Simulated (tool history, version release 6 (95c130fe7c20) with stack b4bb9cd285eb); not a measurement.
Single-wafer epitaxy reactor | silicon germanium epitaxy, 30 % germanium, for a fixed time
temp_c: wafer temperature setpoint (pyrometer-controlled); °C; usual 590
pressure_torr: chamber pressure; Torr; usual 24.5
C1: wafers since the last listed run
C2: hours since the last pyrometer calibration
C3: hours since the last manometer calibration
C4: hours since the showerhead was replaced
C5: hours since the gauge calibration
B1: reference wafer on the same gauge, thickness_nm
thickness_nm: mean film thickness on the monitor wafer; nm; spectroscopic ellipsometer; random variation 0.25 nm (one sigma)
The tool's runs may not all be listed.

Run 1, hour 0: usual settings; C1 0; C2 182.9; C3 498.2; C4 2051.4; C5 2572.4; B1 50.876. Result: thickness_nm 59.625 nm.
Run 2, hour 308.3: usual settings; C1 4520; C2 491.2; C3 806.5; C4 2359.7; C5 2880.7; B1 50.877. Result: thickness_nm 59.803 nm.
Run 3, hour 444.6: usual settings; C1 1998; C2 627.5; C3 942.8; C4 2496; C5 3017; B1 50.844. Result: thickness_nm 60.294 nm.
Run 4, hour 722.7: usual settings; C1 4077; C2 905.6; C3 1220.9; C4 2774.1; C5 3295.1; B1 50.862. Result: thickness_nm 59.907 nm.
Run 5, hour 787.9: usual settings; C1 955; C2 970.8; C3 1286.1; C4 2839.3; C5 3360.3; B1 50.897. Result: thickness_nm 59.364 nm.
Run 6, hour 962.5: usual settings; C1 2559; C2 1145.4; C3 1460.7; C4 3013.9; C5 3534.9; B1 50.872. Result: thickness_nm 59.573 nm.
Run 7, hour 1014: usual settings but temp_c 586 °C; C1 755; C2 1196.9; C3 1512.2; C4 3065.4; C5 3586.4; B1 50.918. Result: thickness_nm 55.203 nm.
Run 8, hour 1061.3: usual settings; C1 693; C2 1244.2; C3 1559.5; C4 3112.7; C5 3633.7; B1 50.887. Result: thickness_nm 59.916 nm.
At hour 1084.9: showerhead replaced.
Run 9, hour 1152.2: usual settings; C1 1215; C2 1335.1; C3 1650.4; C4 67.3; C5 3724.6; B1 50.927. Result: thickness_nm 60.481 nm.
Run 10, hour 1193.2: usual settings; C1 601; C2 1376.1; C3 1691.4; C4 108.3; C5 3765.6; B1 50.884. Result: thickness_nm 59.879 nm.
At hour 1267.4: gauge calibrated.
Run 11, hour 1295.4: usual settings; C1 1498; C2 1478.3; C3 1793.6; C4 210.5; C5 28; B1 50.92. Result: thickness_nm 59.605 nm.
Run 12, hour 1377.6: usual settings; C1 1205; C2 1560.5; C3 1875.8; C4 292.7; C5 110.2; B1 50.883. Result: thickness_nm 59.568 nm.
At hour 1444.8: pyrometer calibrated.
Run 13, hour 1450.6: usual settings; C1 953; C2 5.8; C3 1948.8; C4 365.7; C5 183.2; B1 50.859. Result: thickness_nm 59.637 nm.
Run 14, hour 1521.8: usual settings; C1 1043; C2 77; C3 2020; C4 436.9; C5 254.4; B1 50.917. Result: thickness_nm 60.054 nm.
Run 15, hour 1594.6: usual settings; C1 1067; C2 149.8; C3 2092.8; C4 509.7; C5 327.2; B1 50.911. Result: thickness_nm 59.763 nm.
At hour 1660.5: capacitance manometer re-zeroed and calibrated.
Run 16, hour 1687.8: usual settings; C1 1249; C2 243; C3 27.3; C4 602.9; C5 420.4; B1 50.927. Result: thickness_nm 60.396 nm.
Run 17, hour 1810.5: usual settings but temp_c 594 °C, pressure_torr 21 Torr; C1 1798; C2 365.7; C3 150; C4 725.6; C5 543.1; B1 50.901. Result: thickness_nm 62.023 nm.
Run 18, hour 1914.1: usual settings but temp_c 603 °C, pressure_torr 22.7 Torr; C1 1518; C2 469.3; C3 253.6; C4 829.2; C5 646.7; B1 50.89. Result: thickness_nm 76.748 nm.
Run 19, hour 2015.8: usual settings but temp_c 577 °C, pressure_torr 28.9 Torr; C1 1491; C2 571; C3 355.3; C4 930.9; C5 748.4; B1 50.926. Result: thickness_nm 47.422 nm.
Run 20, hour 2055.2: usual settings but temp_c 577 °C, pressure_torr 29.5 Torr; C1 577; C2 610.4; C3 394.7; C4 970.3; C5 787.8; B1 50.894. Result: thickness_nm 48.198 nm.
Run 21, hour 2145.4: usual settings but temp_c 602 °C; C1 1322; C2 700.6; C3 484.9; C4 1060.5; C5 878; B1 50.905. Result: thickness_nm 77.015 nm.
Run 22, hour 2200.5: usual settings but temp_c 599 °C, pressure_torr 20.6 Torr; C1 807; C2 755.7; C3 540; C4 1115.6; C5 933.1; B1 50.935. Result: thickness_nm 68.567 nm.
Run 23, hour 2294.2: usual settings but temp_c 602 °C, pressure_torr 27.7 Torr; C1 1373; C2 849.4; C3 633.7; C4 1209.3; C5 1026.8; B1 50.88. Result: thickness_nm 80.46 nm.
Run 24, hour 2334: usual settings; C1 583; C2 889.2; C3 673.5; C4 1249.1; C5 1066.6; B1 50.876. Result: thickness_nm 59.771 nm.
Run 25, hour 2401.9: usual settings; C1 995; C2 957.1; C3 741.4; C4 1317; C5 1134.5; B1 50.905. Result: thickness_nm 60.347 nm.
Run 26, hour 2497.3: usual settings but temp_c 600 °C; C1 1398; C2 1052.5; C3 836.8; C4 1412.4; C5 1229.9; B1 50.913. Result: thickness_nm 73.87 nm.
Run 27, hour 2593.7: usual settings but pressure_torr 27.2 Torr; C1 1413; C2 1148.9; C3 933.2; C4 1508.8; C5 1326.3; B1 50.886. Result: thickness_nm 61.465 nm.
Run 28, hour 2642.3: usual settings; C1 712; C2 1197.5; C3 981.8; C4 1557.4; C5 1374.9; B1 50.895. Result: thickness_nm 60.101 nm.
Run 29, hour 2745.2: usual settings; C1 1508; C2 1300.4; C3 1084.7; C4 1660.3; C5 1477.8; B1 50.889. Result: thickness_nm 59.892 nm.
Run 30, hour 2834: usual settings but temp_c 594 °C, pressure_torr 26.4 Torr; C1 1301; C2 1389.2; C3 1173.5; C4 1749.1; C5 1566.6; B1 50.922. Result: thickness_nm 66.706 nm.
Run 31, hour 2937.6: usual settings but temp_c 601 °C, pressure_torr 19.4 Torr; C1 1518; C2 1492.8; C3 1277.1; C4 1852.7; C5 1670.2; B1 50.911. Result: thickness_nm 70.76 nm.
Run 32, hour 3005.6: usual settings but temp_c 580 °C, pressure_torr 20.9 Torr; C1 996; C2 1560.8; C3 1345.1; C4 1920.7; C5 1738.2; B1 50.921. Result: thickness_nm 46.052 nm.
Run 33, hour 3070.8: usual settings; C1 955; C2 1626; C3 1410.3; C4 1985.9; C5 1803.4; B1 50.909. Result: thickness_nm 60.593 nm.
Run 34, hour 3172.9: usual settings; C1 1496; C2 1728.1; C3 1512.4; C4 2088; C5 1905.5; B1 50.938. Result: thickness_nm 59.491 nm.

How the hidden state differs across the entries between the runs, from the last listed run before each to the first after it:
Between runs 8 and 9: showerhead replaced (hour 1084.9)
  no hidden state differs between the two runs
Between runs 10 and 11: gauge calibrated (hour 1267.4)
  no hidden state differs between the two runs
Between runs 12 and 13: pyrometer calibrated (hour 1444.8)
  no hidden state differs between the two runs
Between runs 15 and 16: capacitance manometer re-zeroed and calibrated (hour 1660.5)
  no hidden state differs between the two runs
